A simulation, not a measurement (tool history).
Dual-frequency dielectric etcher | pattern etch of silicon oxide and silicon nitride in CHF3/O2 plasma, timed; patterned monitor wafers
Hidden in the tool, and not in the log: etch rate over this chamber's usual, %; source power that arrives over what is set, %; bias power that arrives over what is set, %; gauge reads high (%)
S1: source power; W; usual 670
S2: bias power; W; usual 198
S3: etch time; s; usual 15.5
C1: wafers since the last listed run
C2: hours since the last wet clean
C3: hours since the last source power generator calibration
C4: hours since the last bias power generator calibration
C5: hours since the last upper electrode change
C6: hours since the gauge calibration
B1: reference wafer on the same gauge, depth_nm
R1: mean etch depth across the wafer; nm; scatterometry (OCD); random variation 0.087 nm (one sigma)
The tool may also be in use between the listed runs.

run,hour,S1,S2,S3,C1,C2,C3,C4,C5,C6,B1,R1
1,0.0,670,198,15.5,0,368.7,3353.3,1602.8,3294.8,861.0,26.93,24.66
2,32.8,540,198,15.5,448,401.5,3386.1,1635.6,3327.6,893.8,26.92,22.55
# hour 53.5: gauge calibrated
3,56.1,670,198,15.5,318,424.8,3409.4,1658.9,3350.9,2.6,26.94,24.53
4,77.2,670,198,15.5,288,445.9,3430.5,1680.0,3372.0,23.7,26.87,24.66
5,103.1,670,198,15.5,354,471.8,3456.4,1705.9,3397.9,49.6,26.90,24.64
6,133.5,790,198,15.5,415,502.2,3486.8,1736.3,3428.3,80.0,26.89,26.40
# hour 167.5: wet clean of the chamber
7,168.0,790,198,15.5,143,0.5,3521.3,1770.8,3462.8,114.5,26.91,26.08
8,181.9,790,198,15.5,190,14.4,3535.2,1784.7,3476.7,128.4,26.91,26.04
9,209.8,670,198,15.5,381,42.3,3563.1,1812.6,3504.6,156.3,26.92,24.38
10,226.5,670,198,15.5,228,59.0,3579.8,1829.3,3521.3,173.0,26.91,24.38
11,244.0,830,176,13.0,239,76.5,3597.3,1846.8,3538.8,190.5,26.91,20.80
12,274.0,520,198,18.0,410,106.5,3627.3,1876.8,3568.8,220.5,26.93,25.53
13,287.1,670,174,15.5,179,119.6,3640.4,1889.9,3581.9,233.6,26.90,22.72
# hour 324.0: upper electrode replaced, of another model than before
14,324.5,790,198,15.5,183,157.0,3677.8,1927.3,0.5,271.0,26.86,27.06
15,342.2,510,198,12.0,242,174.7,3695.5,1945.0,18.2,288.7,26.90,15.44
16,372.0,670,198,15.5,407,204.5,3725.3,1974.8,48.0,318.5,26.92,24.38
17,395.6,670,198,15.5,322,228.1,3748.9,1998.4,71.6,342.1,26.90,24.53
18,422.5,530,240,18.0,367,255.0,3775.8,2025.3,98.5,369.0,26.95,27.48
19,454.1,670,198,15.5,432,286.6,3807.4,2056.9,130.1,400.6,26.85,24.63
20,483.3,580,198,15.5,399,315.8,3836.6,2086.1,159.3,429.8,26.89,22.29
# hour 493.0: bias power generator calibrated
# hour 506.9: source power generator calibrated
21,508.6,790,149,14.0,236,341.1,1.7,15.6,184.6,455.1,26.94,19.59
22,538.1,720,171,11.5,403,370.6,31.2,45.1,214.1,484.6,26.92,17.08
23,558.7,670,157,12.0,281,391.2,51.8,65.7,234.7,505.2,26.89,15.83
24,592.4,510,173,11.0,461,424.9,85.5,99.4,268.4,538.9,26.96,12.78
25,612.8,820,180,19.0,279,445.3,105.9,119.8,288.8,559.3,26.87,32.26
26,640.0,730,220,11.5,372,472.5,133.1,147.0,316.0,586.5,26.91,20.96
27,655.2,670,198,13.0,207,487.7,148.3,162.2,331.2,601.7,26.94,20.72
28,667.6,520,175,17.5,169,500.1,160.7,174.6,343.6,614.1,26.89,20.98
# hour 707.0: wet clean of the chamber
29,707.5,740,221,13.5,217,0.5,200.6,214.5,383.5,654.0,26.88,24.16
30,710.3,770,152,18.5,38,3.3,203.4,217.3,386.3,656.8,26.91,25.52
31,744.0,670,198,18.0,461,37.0,237.1,251.0,420.0,690.5,26.92,28.25

Forecast each of these 3 alternatives for the next run:
A,744.4,670,227,15.5,5,37.4,237.5,251.4,420.4,690.9,?,?
B,744.4,740,183,17.5,5,37.4,237.5,251.4,420.4,690.9,?,?
C,744.4,670,198,18.5,5,37.4,237.5,251.4,420.4,690.9,?,?

run,B1,R1
A,26.90,26.63
B,26.90,27.55
C,26.90,28.92
Without the tool's hidden state the same runs would have given:
run,R1
A,26.56
B,27.47
C,28.83

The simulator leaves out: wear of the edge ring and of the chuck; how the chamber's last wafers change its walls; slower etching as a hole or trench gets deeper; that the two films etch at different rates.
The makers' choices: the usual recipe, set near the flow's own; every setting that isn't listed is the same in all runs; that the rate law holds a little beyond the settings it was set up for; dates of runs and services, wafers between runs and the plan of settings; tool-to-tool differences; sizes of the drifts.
